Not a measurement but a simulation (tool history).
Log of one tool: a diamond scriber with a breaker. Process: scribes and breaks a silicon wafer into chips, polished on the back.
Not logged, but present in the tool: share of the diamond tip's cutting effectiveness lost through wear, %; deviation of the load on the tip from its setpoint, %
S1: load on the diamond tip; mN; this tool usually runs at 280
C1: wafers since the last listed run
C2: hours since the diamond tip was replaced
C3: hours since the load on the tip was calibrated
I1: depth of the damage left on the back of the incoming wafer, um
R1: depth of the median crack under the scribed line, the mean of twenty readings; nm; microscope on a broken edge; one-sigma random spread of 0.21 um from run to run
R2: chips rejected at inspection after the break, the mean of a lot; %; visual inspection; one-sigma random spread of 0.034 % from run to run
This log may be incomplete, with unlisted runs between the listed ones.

run 1 day=0 | S1=217 | C1=0 C2=384.6 C3=2001.5 | I1=0.05 | R1=12540 R2=1.35
run 2 day=2.917 | S1=217 | C1=158 C2=454.6 C3=2071.5 | I1=0.04 | R1=12380 R2=1.34
run 3 day=5.346 | S1=280 | C1=131 C2=512.9 C3=2129.8 | I1=0.02 | R1=15100 R2=2.5
-- day=9.396 load on the tip recalibrated
run 4 day=9.508 | S1=280 | C1=221 C2=612.8 C3=2.7 | I1=0.03 | R1=13230 R2=0.64
run 5 day=12.208 | S1=339 | C1=146 C2=677.6 C3=67.5 | I1=0.02 | R1=15370 R2=2.32
run 6 day=14.088 | S1=280 | C1=102 C2=722.7 C3=112.6 | I1=0.04 | R1=13490 R2=0.68
run 7 day=15.7 | S1=280 | C1=87 C2=761.4 C3=151.3 | I1=0.05 | R1=13600 R2=0.67
run 8 day=19.933 | S1=280 | C1=229 C2=863 C3=252.9 | I1=0.03 | R1=13590 R2=0.61
run 9 day=22.25 | S1=280 | C1=125 C2=918.6 C3=308.5 | I1=0.04 | R1=13290 R2=0.68
-- day=25.275 diamond tip replaced by a new one
run 10 day=25.296 | S1=221 | C1=160 C2=0.5 C3=381.6 | I1=0.02 | R1=11620 R2=3.95
run 11 day=29.704 | S1=280 | C1=239 C2=106.3 C3=487.4 | I1=0.03 | R1=13390 R2=0.65
run 12 day=32.038 | S1=280 | C1=126 C2=162.3 C3=543.4 | I1=0.03 | R1=13650 R2=0.6
run 13 day=35.967 | S1=280 | C1=213 C2=256.6 C3=637.7 | I1=0.02 | R1=13690 R2=0.65
run 14 day=39.35 | S1=280 | C1=183 C2=337.8 C3=718.9 | I1=0.01 | R1=13650 R2=0.63
run 15 day=42.446 | S1=280 | C1=168 C2=412.1 C3=793.2 | I1=0.02 | R1=13580 R2=0.62
run 16 day=46.662 | S1=251 | C1=228 C2=513.3 C3=894.4 | I1=0.03 | R1=12640 R2=1.15
run 17 day=50.371 | S1=280 | C1=201 C2=602.3 C3=983.4 | I1=0.05 | R1=14090 R2=0.62
run 18 day=53.308 | S1=280 | C1=159 C2=672.8 C3=1053.9 | I1=0.02 | R1=13840 R2=0.68
run 19 day=65.162 | S1=216 | C1=643 C2=957.3 C3=1338.4 | I1=0.03 | R1=11740 R2=3.37
-- day=66.958 diamond tip replaced by a new one
run 20 day=68.596 | S1=201 | C1=181 C2=39.3 C3=1420.8 | I1=0.02 | R1=11190 R2=5.09
run 21 day=72.15 | S1=280 | C1=192 C2=124.6 C3=1506.1 | I1=0.03 | R1=14250 R2=0.97
run 22 day=74.962 | S1=200 | C1=152 C2=192.1 C3=1573.6 | I1=0.03 | R1=11030 R2=5.13
run 23 day=78.342 | S1=359 | C1=183 C2=273.2 C3=1654.7 | I1=0.01 | R1=17190 R2=6.69
run 24 day=81.108 | S1=357 | C1=150 C2=339.6 C3=1721.1 | I1=0.03 | R1=17050 R2=7.15
run 25 day=85.354 | S1=306 | C1=230 C2=441.5 C3=1823 | I1=0.04 | R1=15140 R2=2.99
run 26 day=88.296 | S1=280 | C1=159 C2=512.1 C3=1893.6 | I1=0.02 | R1=14760 R2=1.29
run 27 day=89.983 | S1=343 | C1=91 C2=552.6 C3=1934.1 | I1=0.05 | R1=17570 R2=6.17
-- day=90.975 load on the tip recalibrated
run 28 day=91.638 | S1=338 | C1=85 C2=592.3 C3=15.9 | I1=0.01 | R1=15360 R2=2.72
run 29 day=95.883 | S1=280 | C1=230 C2=694.2 C3=117.8 | I1=0.05 | R1=13660 R2=0.67
-- day=100.321 diamond tip replaced by a new one
run 30 day=102.654 | S1=252 | C1=363 C2=56 C3=280.3 | I1=0.03 | R1=12620 R2=1.2
run 31 day=106.842 | S1=236 | C1=227 C2=156.5 C3=380.8 | I1=0.02 | R1=11790 R2=2.74
run 32 day=110.529 | S1=280 | C1=200 C2=245 C3=469.3 | I1=0.03 | R1=13830 R2=0.66
run 33 day=112.592 | S1=335 | C1=111 C2=294.5 C3=518.8 | I1=0.04 | R1=15160 R2=2.61
run 34 day=116.217 | S1=219 | C1=196 C2=381.5 C3=605.8 | I1=0.02 | R1=11480 R2=4.34
run 35 day=122.571 | S1=322 | C1=345 C2=534 C3=758.3 | I1=0.05 | R1=15340 R2=2.05
run 36 day=124.183 | S1=342 | C1=87 C2=572.7 C3=797 | I1=0.02 | R1=15830 R2=3.34
run 37 day=127.358 | S1=338 | C1=172 C2=648.9 C3=873.2 | I1=0.01 | R1=15900 R2=3.35

Forecast each of these 3 alternatives for the next run:
run A day=127.388 | S1=280 | C1=1 C2=649.6 C3=873.9 | I1=0.01 | R1=? R2=?
run B day=127.388 | S1=345 | C1=1 C2=649.6 C3=873.9 | I1=0.01 | R1=? R2=?
run C day=127.388 | S1=210 | C1=1 C2=649.6 C3=873.9 | I1=0.01 | R1=? R2=?

run=A R1=13590 R2=0.62
run=B R1=15810 R2=3.48
run=C R1=10970 R2=4.73
Had the tool no hidden state, the same runs would have come out as:
run=A R1=13390 R2=0.6
run=B R1=15580 R2=3
run=C R1=10810 R2=5.34

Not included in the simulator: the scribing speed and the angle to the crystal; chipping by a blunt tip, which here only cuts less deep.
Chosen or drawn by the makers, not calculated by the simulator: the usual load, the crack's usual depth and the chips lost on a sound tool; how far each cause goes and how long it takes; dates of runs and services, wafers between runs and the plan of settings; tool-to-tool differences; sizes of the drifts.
